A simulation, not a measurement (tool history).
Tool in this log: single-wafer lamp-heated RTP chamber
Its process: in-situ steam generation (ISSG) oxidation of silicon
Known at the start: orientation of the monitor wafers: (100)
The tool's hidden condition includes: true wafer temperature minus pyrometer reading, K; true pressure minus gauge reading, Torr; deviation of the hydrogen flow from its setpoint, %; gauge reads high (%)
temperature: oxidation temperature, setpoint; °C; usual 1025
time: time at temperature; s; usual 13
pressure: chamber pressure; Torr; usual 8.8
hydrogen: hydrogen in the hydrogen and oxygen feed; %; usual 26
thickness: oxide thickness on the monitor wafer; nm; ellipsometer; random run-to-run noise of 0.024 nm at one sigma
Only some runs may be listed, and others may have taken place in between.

run,hour,temperature,time,pressure,hydrogen,wafers since the last listed run,wafers since the last pyrometer calibration,hours since the pressure gauge was zeroed,hours since the hydrogen flow controller was replaced,hours since the gauge calibration,"read-back reference wafer on the same gauge, thickness",thickness
1,0,1025,13,8.8,26,0,2189,1677.3,3612.6,124.8,5.079,5.253
2,31.6,1025,13,8.8,26,272,2462,1708.9,3644.2,156.4,5.084,5.174
3,65.7,1025,13,8.8,26,294,2756,1743,3678.3,190.5,5.079,5.211
4,91,1025,13,8.8,26,218,2974,1768.3,3703.6,215.8,5.077,5.183
5,121.9,1025,13,8.8,26,266,3241,1799.2,3734.5,246.7,5.081,5.237
# hour 160.8: pressure gauge zeroed
6,161.3,1025,17,8.8,20,270,3512,0.5,3773.9,286.1,5.081,5.603
7,174.6,1025,13,8.8,26,114,3627,13.8,3787.2,299.4,5.081,5.251
8,197.9,1013,11,8.8,26,201,3828,37.1,3810.5,322.7,5.081,4.62
9,215.6,1041,16,9.7,16,152,3980,54.8,3828.2,340.4,5.083,5.551
# hour 224: gauge calibrated
10,241.2,1025,8,8.8,26,220,4201,80.4,3853.8,17.2,5.08,4.2
# hour 256.8: pyrometer window cleaned and pyrometer calibrated
11,258.9,1013,11,8.8,26,83,18,98.1,3871.5,34.9,5.079,4.531
# hour 276.2: hydrogen flow controller replaced
12,331.1,1025,13,10,26,553,572,170.3,54.9,107.1,5.08,5.014
13,366.1,1025,16,10,26,301,874,205.3,89.9,142.1,5.083,5.563
14,405.8,1025,17,7.5,18,342,1216,245,129.6,181.8,5.079,5.433
15,436,1025,13,10.2,26,260,1477,275.2,159.8,212,5.086,5.061

Predict each of these 4 candidate next runs independently; none follows another, all start after run 15:
A,436.4,1025,13,8.8,32,3,1480,275.6,160.2,212.4,?,?
B,436.4,1025,13,7.3,32,3,1480,275.6,160.2,212.4,?,?
C,436.4,1031,17,9.5,26,3,1480,275.6,160.2,212.4,?,?
D,436.4,1031,13,8.8,26,3,1480,275.6,160.2,212.4,?,?

run,"read-back reference wafer on the same gauge, thickness",thickness
A,5.079,5.49
B,5.079,5.572
C,5.079,6.007
D,5.079,5.34
Had the tool no hidden state, the same runs would have come out as:
run,thickness
A,5.382
B,5.463
C,5.875
D,5.231
